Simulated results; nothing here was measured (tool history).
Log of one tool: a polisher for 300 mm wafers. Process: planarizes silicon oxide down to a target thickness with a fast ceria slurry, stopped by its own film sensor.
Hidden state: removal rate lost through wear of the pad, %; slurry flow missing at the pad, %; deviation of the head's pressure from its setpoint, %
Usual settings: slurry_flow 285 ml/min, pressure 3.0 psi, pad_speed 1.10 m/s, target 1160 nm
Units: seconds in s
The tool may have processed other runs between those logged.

run   hour  slurry_flow  pressure  pad_speed  target  wafers since the last listed run  wafers polished on this pad  hours since the slurry nozzle was cleaned  hours since the head pressure was calibrated  incoming thickness of the incoming film, nm  seconds
  1    0.0          285       2.3       1.10    1160                                 0                          253                                      244.7                                         295.2                                       2956.6    105.0
      11.6  -- slurry nozzle cleaned
  2   23.2          285       3.0       1.10    1160                               149                          403                                       11.6                                         318.4                                       2908.1     79.9
  3   57.0          365       3.0       1.10    1458                               228                          631                                       45.4                                         352.2                                       2939.7     65.5
  4   82.5          365       3.0       1.10    1458                               172                          803                                       70.9                                         377.7                                       2950.8     67.4
  5  107.1          365       3.0       1.10    1458                               166                          969                                       95.5                                         402.3                                       2910.2     64.6
  6  129.9          285       3.0       0.84    1160                               153                         1123                                      118.3                                         425.1                                       2955.3     97.7
     159.6  -- worn pad replaced by a new one
  7  163.3          285       3.0       0.84    1160                               198                           24                                      151.7                                         458.5                                       2961.0     97.2
  8  195.4          285       3.0       1.10    1160                               216                          241                                      183.8                                         490.6                                       2938.5     83.1
  9  222.6          285       2.5       1.10    1160                               183                          425                                      211.0                                         517.8                                       2971.2     96.4
 10  249.9          285       2.5       1.10    1160                               184                          609                                      238.3                                         545.1                                       2955.3     98.1
     272.0  -- slurry nozzle cleaned
 11  337.3          345       3.0       1.10    1160                               583                         1192                                       65.3                                         632.5                                       2964.4     85.1
 12  359.4          345       3.0       1.10    1160                               149                         1342                                       87.4                                         654.6                                       2925.6     85.1
     375.4  -- worn pad replaced by a new one
 13  382.2          285       3.0       1.10    1160                               126                           45                                      110.2                                         677.4                                       2925.3     81.8
 14  410.8          285       3.4       1.10     616                               193                          238                                      138.8                                         706.0                                       2932.4    102.4
 15  427.8          285       3.0       1.10    1160                               114                          353                                      155.8                                         723.0                                       2923.5     85.6
     440.4  -- head pressure recalibrated
 16  453.3          285       4.0       1.10    1160                               158                          512                                      181.3                                          12.9                                       2957.1     59.5
 17  466.7          195       3.0       1.34     541                                90                          602                                      194.7                                          26.3                                       2975.2    100.8
 18  495.4          285       3.4       1.10    1586                               193                          796                                      223.4                                          55.0                                       2930.2     51.9
 19  521.2          370       3.0       1.10    1160                               174                          970                                      249.2                                          80.8                                       2936.1     76.7
     547.9  -- slurry nozzle cleaned
 20  551.6          205       2.1       1.26     994                               198                         1169                                        3.7                                         111.2                                       2904.7    115.1
     569.3  -- worn pad replaced by a new one
 21  580.7          285       3.0       1.10    1160                               169                           77                                       32.8                                         140.3                                       2982.8     81.1
 22  612.8          285       3.0       0.88    1160                               216                          293                                       64.9                                         172.4                                       2944.9     90.1
 23  647.8          285       3.8       0.78    1498                               236                          530                                       99.9                                         207.4                                       2954.8     66.6
 24  675.9          315       3.4       1.10    1715                               189                          719                                      128.0                                         235.5                                       2900.2     48.1
     748.6  -- worn pad replaced by a new one
 25  783.1          225       3.0       1.10    1551                               696                          232                                      235.2                                         342.7                                       2954.1     64.5
 26  801.5          285       3.0       1.40    1668                               124                          357                                      253.6                                         361.1                                       2895.0     47.6

Here are 5 independent what-if runs from the current tool condition. What would each one return?
  A  802.0          285       3.0       1.10    1160                                 3                          360                                      254.1                                         361.6                                       2971.0        ?
  B  802.0          350       3.7       0.94    1160                                 3                          360                                      254.1                                         361.6                                       2971.0        ?
  C  802.0          285       2.3       1.00     856                                 3                          360                                      254.1                                         361.6                                       2971.0        ?
  D  802.0          215       3.9       1.20    1524                                 3                          360                                      254.1                                         361.6                                       2971.0        ?
  E  802.0          235       2.7       1.10    1667                                 3                          360                                      254.1                                         361.6                                       2971.0        ?

run  seconds
  A     82.4
  B     73.7
  C    131.5
  D     50.0
  E     67.0
Without the tool's hidden state the same runs would have given:
run  seconds
  A     80.4
  B     71.9
  C    128.3
  D     48.8
  E     65.4
